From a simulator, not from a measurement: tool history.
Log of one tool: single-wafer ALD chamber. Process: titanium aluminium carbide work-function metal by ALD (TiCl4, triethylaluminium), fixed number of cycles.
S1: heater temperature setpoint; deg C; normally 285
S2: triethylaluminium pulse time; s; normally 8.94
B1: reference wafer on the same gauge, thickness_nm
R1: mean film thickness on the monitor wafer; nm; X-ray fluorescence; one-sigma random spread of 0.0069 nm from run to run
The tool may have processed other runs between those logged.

run,hour,S1,S2,B1,R1
1,0,285,8.94,1.541,1.823
2,60.4,285,8.94,1.54,1.835
3,96.8,285,8.94,1.539,1.837
# hour 132.4: gauge calibrated
4,149.1,285,8.94,1.537,1.836
5,181.1,285,8.94,1.544,1.813
6,207.4,285,8.94,1.541,1.814
7,251.6,285,8.94,1.541,1.821
8,282.8,285,8.94,1.54,1.81
9,315.7,285,8.94,1.54,1.82
10,381.4,277,8.94,1.537,1.751
# hour 412.3: triethylaluminium bottle replaced
11,430.4,297,6.12,1.539,1.692
12,495.7,271,5.89,1.539,1.498
13,550.3,277,8.94,1.538,1.724
# hour 580.8: triethylaluminium bottle replaced, repeated, since the last time left the tool worse
# hour 586.1: thermocouple changed; heater temperature recalibrated
14,621,296,8.94,1.542,1.959
# hour 661.6: showerhead replaced
15,682.1,285,9.84,1.539,1.896
# hour 691.7: gauge calibrated
16,725.5,279,8.94,1.54,1.818
17,764.2,285,8.94,1.538,1.857
18,834.5,290,5.96,1.537,1.764
19,873.6,299,8.04,1.539,1.937
20,910.7,289,11.98,1.541,1.939

Forecast each of these 5 alternatives for the next run:
A,911.1,285,8.94,?,?
B,911.1,280,5.48,?,?
C,911.1,296,5.78,?,?
D,911.1,294,12.43,?,?
E,911.1,285,10.13,?,?

run,B1,R1
A,1.543,1.858
B,1.543,1.646
C,1.543,1.786
D,1.543,1.997
E,1.543,1.888
Take away the tool's hidden state, keep each run's random variation, and the runs would have read:
run,R1
A,1.871
B,1.67
C,1.81
D,2.004
E,1.898

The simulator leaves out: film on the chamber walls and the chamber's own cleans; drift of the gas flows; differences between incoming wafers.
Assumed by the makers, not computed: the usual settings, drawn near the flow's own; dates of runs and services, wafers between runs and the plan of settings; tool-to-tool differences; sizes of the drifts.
